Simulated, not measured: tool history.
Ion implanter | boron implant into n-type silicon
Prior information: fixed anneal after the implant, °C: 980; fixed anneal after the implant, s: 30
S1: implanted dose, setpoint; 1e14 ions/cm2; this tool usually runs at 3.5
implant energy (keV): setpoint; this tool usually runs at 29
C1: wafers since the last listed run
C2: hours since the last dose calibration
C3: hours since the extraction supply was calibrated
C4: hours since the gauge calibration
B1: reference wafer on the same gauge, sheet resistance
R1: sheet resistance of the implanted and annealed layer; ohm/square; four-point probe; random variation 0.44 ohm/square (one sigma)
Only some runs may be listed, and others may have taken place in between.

{"run": 1, "hour": 0.0, "S1": 3.5, "implant energy (keV)": 29, "C1": 0, "C2": 1228.6, "C3": 5178.7, "C4": 82.9, "B1": 263.9, "R1": 295.33}
{"run": 2, "hour": 38.4, "S1": 3.5, "implant energy (keV)": 29, "C1": 829, "C2": 1267.0, "C3": 5217.1, "C4": 121.3, "B1": 263.82, "R1": 295.85}
{"run": 3, "hour": 92.5, "S1": 3.5, "implant energy (keV)": 29, "C1": 1168, "C2": 1321.1, "C3": 5271.2, "C4": 175.4, "B1": 264.0, "R1": 296.58}
{"run": 4, "hour": 159.6, "S1": 3.5, "implant energy (keV)": 29, "C1": 1449, "C2": 1388.2, "C3": 5338.3, "C4": 242.5, "B1": 264.01, "R1": 295.77}
{"run": 5, "hour": 204.1, "S1": 3.5, "implant energy (keV)": 29, "C1": 961, "C2": 1432.7, "C3": 5382.8, "C4": 287.0, "B1": 264.01, "R1": 295.66}
{"run": 6, "hour": 246.1, "S1": 3.5, "implant energy (keV)": 29, "C1": 907, "C2": 1474.7, "C3": 5424.8, "C4": 329.0, "B1": 264.05, "R1": 295.64}
{"run": 7, "hour": 289.6, "S1": 3.5, "implant energy (keV)": 29, "C1": 939, "C2": 1518.2, "C3": 5468.3, "C4": 372.5, "B1": 264.03, "R1": 296.41}
{"hour": 319.7, "done": "Faraday cup replaced and dose calibrated"}
{"run": 8, "hour": 348.9, "S1": 3.5, "implant energy (keV)": 29, "C1": 1108, "C2": 29.2, "C3": 5527.6, "C4": 431.8, "B1": 264.04, "R1": 292.04}
{"run": 9, "hour": 393.7, "S1": 3.5, "implant energy (keV)": 29, "C1": 967, "C2": 74.0, "C3": 5572.4, "C4": 476.6, "B1": 264.17, "R1": 291.05}
{"run": 10, "hour": 465.4, "S1": 3.5, "implant energy (keV)": 29, "C1": 1548, "C2": 145.7, "C3": 5644.1, "C4": 548.3, "B1": 264.03, "R1": 292.16}

Expected results for the next run?
{"run": 11, "hour": 532.3, "S1": 3.5, "implant energy (keV)": 29, "C1": 1445, "C2": 212.6, "C3": 5711.0, "C4": 615.2, "B1": "?", "R1": "?"}

Run 11 came out at B1 263.98, R1 293.27 ohm/square.
If the tool had no hidden condition, the same run with the same run-to-run variation would have returned R1 292.17 ohm/square.
